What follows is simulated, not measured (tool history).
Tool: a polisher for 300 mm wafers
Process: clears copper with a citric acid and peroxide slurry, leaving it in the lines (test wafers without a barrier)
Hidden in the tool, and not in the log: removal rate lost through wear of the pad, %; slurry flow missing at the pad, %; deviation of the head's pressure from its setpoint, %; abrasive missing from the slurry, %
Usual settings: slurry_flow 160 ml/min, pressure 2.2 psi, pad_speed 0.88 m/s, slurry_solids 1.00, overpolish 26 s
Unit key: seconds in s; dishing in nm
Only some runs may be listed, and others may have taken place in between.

run     day  slurry_flow  pressure  pad_speed  slurry_solids  overpolish  wafers since the last listed run  wafers polished on this pad  hours since the slurry nozzle was cleaned  hours since the head pressure was calibrated  hours since the slurry blender was calibrated  incoming thickness of the incoming film, nm  seconds  dishing
  1   0.000          160       2.2       0.88           1.00          26                                 0                          790                                      463.1                                        1372.5                                          141.8                                        159.9     92.9     31.4
  2   0.525          160       2.2       0.88           1.00          26                                87                          877                                      475.7                                        1385.1                                          154.4                                        159.1     92.9     30.0
  3   1.979          160       2.2       0.88           1.00          26                               241                         1119                                      510.6                                        1420.0                                          189.3                                        158.9     95.7     29.3
  4   3.050          160       2.2       0.88           1.00          26                               177                         1297                                      536.3                                        1445.7                                          215.0                                        160.3    101.0     28.9
  5   3.950          160       1.7       0.96           1.00          26                               149                         1446                                      557.9                                        1467.3                                          236.6                                        160.3    116.8     25.1
      4.650  -- worn pad replaced by a new one
  6   5.079          160       2.2       0.88           1.00          19                               159                           71                                      585.0                                        1494.4                                          263.7                                        161.5     89.4     23.6
  7   5.833          160       2.4       0.88           1.00          26                               125                          196                                      603.1                                        1512.5                                          281.8                                        162.1     83.4     32.6
  8   7.112          160       2.4       0.88           1.00          26                               212                          409                                      633.8                                        1543.2                                          312.5                                        161.7     87.7     31.7
  9   8.408          160       2.2       0.88           1.00          26                               215                          624                                      664.9                                        1574.3                                          343.6                                        162.4     91.2     29.5
      8.512  -- head pressure recalibrated
 10   9.592          160       2.2       0.88           1.00          26                               182                          807                                      693.3                                          25.9                                          372.0                                        158.8     94.5     29.1
 11  10.296          190       2.2       0.88           1.00          26                               117                          924                                      710.2                                          42.8                                          388.9                                        159.5     93.5     29.7
 12  11.188          160       2.2       0.88           0.80          26                               148                         1072                                      731.6                                          64.2                                          410.3                                        159.5    105.1     26.3
     11.908  -- slurry nozzle cleaned
 13  12.000          160       2.2       1.06           0.80          26                               128                         1200                                        2.2                                          83.7                                          429.8                                        163.0     83.1     32.9
     12.158  -- slurry blender recalibrated
 14  13.408          160       2.2       0.68           1.00          26                               220                         1420                                       36.0                                         117.5                                           30.0                                        159.5    121.5     23.1
     13.771  -- worn pad replaced by a new one
 15  14.329          200       2.2       0.64           1.15          26                               125                           93                                       58.1                                         139.6                                           52.1                                        159.4    107.2     26.2
 16  15.196          160       2.2       0.88           1.00          26                               144                          237                                       78.9                                         160.4                                           72.9                                        158.5     85.3     32.0
 17  16.658          180       2.2       0.88           0.75          26                               243                          480                                      114.0                                         195.5                                          108.0                                        157.3     87.0     30.3
 18  17.842          160       1.8       1.02           1.00          26                               196                          676                                      142.4                                         223.9                                          136.4                                        159.0     87.9     30.1
 19  18.600          115       2.5       1.18           1.15          26                               126                          802                                      160.6                                         242.1                                          154.6                                        160.9     61.7     42.0
 20  20.058          110       2.2       0.88           1.00          26                               242                         1045                                      195.6                                         277.1                                          189.6                                        161.0     99.3     28.6

Predict the results of run 21:
 21  21.188          160       2.4       0.88           1.00          26                               187                         1232                                      222.7                                         304.2                                          216.7                                        156.7        ?        ?

{"run 21": {"seconds": 85.3, "dishing": 31.5}}
Take away the tool's hidden state, keep the run-to-run variation as it was, and the same run would have given seconds 77.1 s, dishing 34.3 nm.

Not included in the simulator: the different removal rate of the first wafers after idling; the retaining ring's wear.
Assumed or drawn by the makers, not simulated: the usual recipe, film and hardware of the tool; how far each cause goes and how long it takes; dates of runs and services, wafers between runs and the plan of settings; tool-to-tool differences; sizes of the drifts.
